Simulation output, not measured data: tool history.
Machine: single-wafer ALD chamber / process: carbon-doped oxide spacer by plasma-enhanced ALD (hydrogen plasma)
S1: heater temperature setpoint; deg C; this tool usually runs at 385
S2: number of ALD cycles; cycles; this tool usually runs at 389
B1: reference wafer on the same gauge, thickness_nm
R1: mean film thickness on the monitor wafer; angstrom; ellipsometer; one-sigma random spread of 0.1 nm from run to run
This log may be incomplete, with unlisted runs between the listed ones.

Run 1, day 0: usual settings; B1 16.281. Result: R1 181 angstrom.
Run 2, day 3.533: usual settings but S2 437 cycles; B1 16.259. Result: R1 201.55 angstrom.
Run 3, day 6.508: usual settings but S2 437 cycles; B1 16.248. Result: R1 203.31 angstrom.
Run 4, day 10.267: usual settings but S1 390 deg C; B1 16.206. Result: R1 179.99 angstrom.
Run 5, day 12.588: usual settings but S1 390 deg C; B1 16.197. Result: R1 180.07 angstrom.
Run 6, day 16.762: usual settings but S1 390 deg C; B1 16.173. Result: R1 178.41 angstrom.
Run 7, day 19.712: usual settings but S2 336 cycles; B1 16.165. Result: R1 156.59 angstrom.
Run 8, day 21.629: usual settings; B1 16.149. Result: R1 179.7 angstrom.
Run 9, day 29.888: usual settings; B1 16.096. Result: R1 178.89 angstrom.
Run 10, day 32.883: usual settings but S1 380 deg C; B1 16.101. Result: R1 179.1 angstrom.
Run 11, day 35.954: usual settings but S1 390 deg C, S2 329 cycles; B1 16.108. Result: R1 151.59 angstrom.
Run 12, day 37.825: usual settings but S1 390 deg C, S2 329 cycles; B1 16.088. Result: R1 151.67 angstrom.
Run 13, day 42.25: usual settings; B1 16.092. Result: R1 178.5 angstrom.
Run 14, day 43.908: usual settings; B1 16.071. Result: R1 177.62 angstrom.
Run 15, day 48.079: usual settings; B1 16.019. Result: R1 176.83 angstrom.
Run 16, day 52.004: usual settings; B1 16.02. Result: R1 175.95 angstrom.
Run 17, day 55.404: usual settings but S1 373 deg C, S2 342 cycles; B1 16.005. Result: R1 155.78 angstrom.
Run 18, day 59.638: usual settings but S1 373 deg C, S2 342 cycles; B1 15.992. Result: R1 155.01 angstrom.
Run 19, day 62.571: usual settings but S1 373 deg C, S2 342 cycles; B1 16.01. Result: R1 155.52 angstrom.
Run 20, day 66.154: usual settings; B1 15.975. Result: R1 176.53 angstrom.
Run 21, day 69.742: usual settings; B1 16. Result: R1 177.77 angstrom.
Run 22, day 73.871: usual settings; B1 15.966. Result: R1 177.02 angstrom.
Run 23, day 77.954: usual settings but S1 389 deg C, S2 366 cycles; B1 15.974. Result: R1 165.23 angstrom.
Run 24, day 79.517: usual settings but S1 395 deg C, S2 349 cycles; B1 15.961. Result: R1 157.83 angstrom.
Run 25, day 83.725: usual settings; B1 15.962. Result: R1 176.62 angstrom.
Run 26, day 88.804: usual settings but S1 398 deg C, S2 435 cycles; B1 15.942. Result: R1 198.08 angstrom.
Run 27, day 91.488: usual settings but S2 349 cycles; B1 15.94. Result: R1 158.15 angstrom.
Run 28, day 94.821: usual settings but S1 372 deg C, S2 447 cycles; B1 15.96. Result: R1 202.63 angstrom.
Run 29, day 98.712: usual settings but S2 326 cycles; B1 16.802. Result: R1 156.94 angstrom.
Run 30, day 102.533: usual settings but S1 390 deg C, S2 444 cycles; B1 16.734. Result: R1 212.6 angstrom.
Run 31, day 105.329: usual settings; B1 16.673. Result: R1 185.32 angstrom.
Run 32, day 109: usual settings; B1 16.64. Result: R1 183.55 angstrom.
Run 33, day 110.617: usual settings but S1 380 deg C, S2 442 cycles; B1 16.626. Result: R1 210.64 angstrom.
Run 34, day 115.075: usual settings but S2 365 cycles; B1 16.526. Result: R1 172.36 angstrom.
Run 35, day 117.342: usual settings but S1 371 deg C, S2 425 cycles; B1 16.502. Result: R1 200.49 angstrom.
Run 36, day 120.521: usual settings but S1 397 deg C, S2 311 cycles; B1 16.471. Result: R1 145.55 angstrom.
Run 37, day 123.675: usual settings but S1 390 deg C, S2 457 cycles; B1 16.415. Result: R1 212.46 angstrom.
Run 38, day 125.908: usual settings; B1 16.379. Result: R1 181.44 angstrom.
Run 39, day 130.362: usual settings; B1 16.328. Result: R1 181.84 angstrom.
Run 40, day 131.992: usual settings but S1 377 deg C, S2 316 cycles; B1 16.328. Result: R1 147.04 angstrom.
Run 41, day 134.767: usual settings but S2 434 cycles; B1 16.29. Result: R1 202.24 angstrom.
Run 42, day 138.596: usual settings; B1 16.271. Result: R1 179.69 angstrom.
Run 43, day 140.512: usual settings but S1 398 deg C, S2 369 cycles; B1 16.251. Result: R1 170.77 angstrom.
Run 44, day 145.017: usual settings but S1 395 deg C, S2 465 cycles; B1 16.203. Result: R1 215.34 angstrom.
Run 45, day 148.138: usual settings; B1 16.178. Result: R1 179.79 angstrom.

The log once held 3 entries between its listed runs, left out of this copy. Where does each go, and what is different about the tool's unlogged condition between the listed run before it and the listed run after it?
Run 10 -> run 11: thermocouple changed; heater temperature recalibrated (day 34.808)
  gauge reads high (%): -4.17 -> -4.25
  measured value less the no-hidden-state value, R1: -7.8 -> -6.73 angstrom
Run 28 -> run 29: gauge calibrated (day 97.654)
  gauge reads high (%): -5.1 -> 0.114
  measured value less the no-hidden-state value, R1: -10.9 -> +0.17 angstrom
Run 33 -> run 34: thermocouple changed; heater temperature recalibrated (day 113.362)
  gauge reads high (%): -1.13 -> -1.53
  measured value less the no-hidden-state value, R1: -2.41 -> -2.68 angstrom

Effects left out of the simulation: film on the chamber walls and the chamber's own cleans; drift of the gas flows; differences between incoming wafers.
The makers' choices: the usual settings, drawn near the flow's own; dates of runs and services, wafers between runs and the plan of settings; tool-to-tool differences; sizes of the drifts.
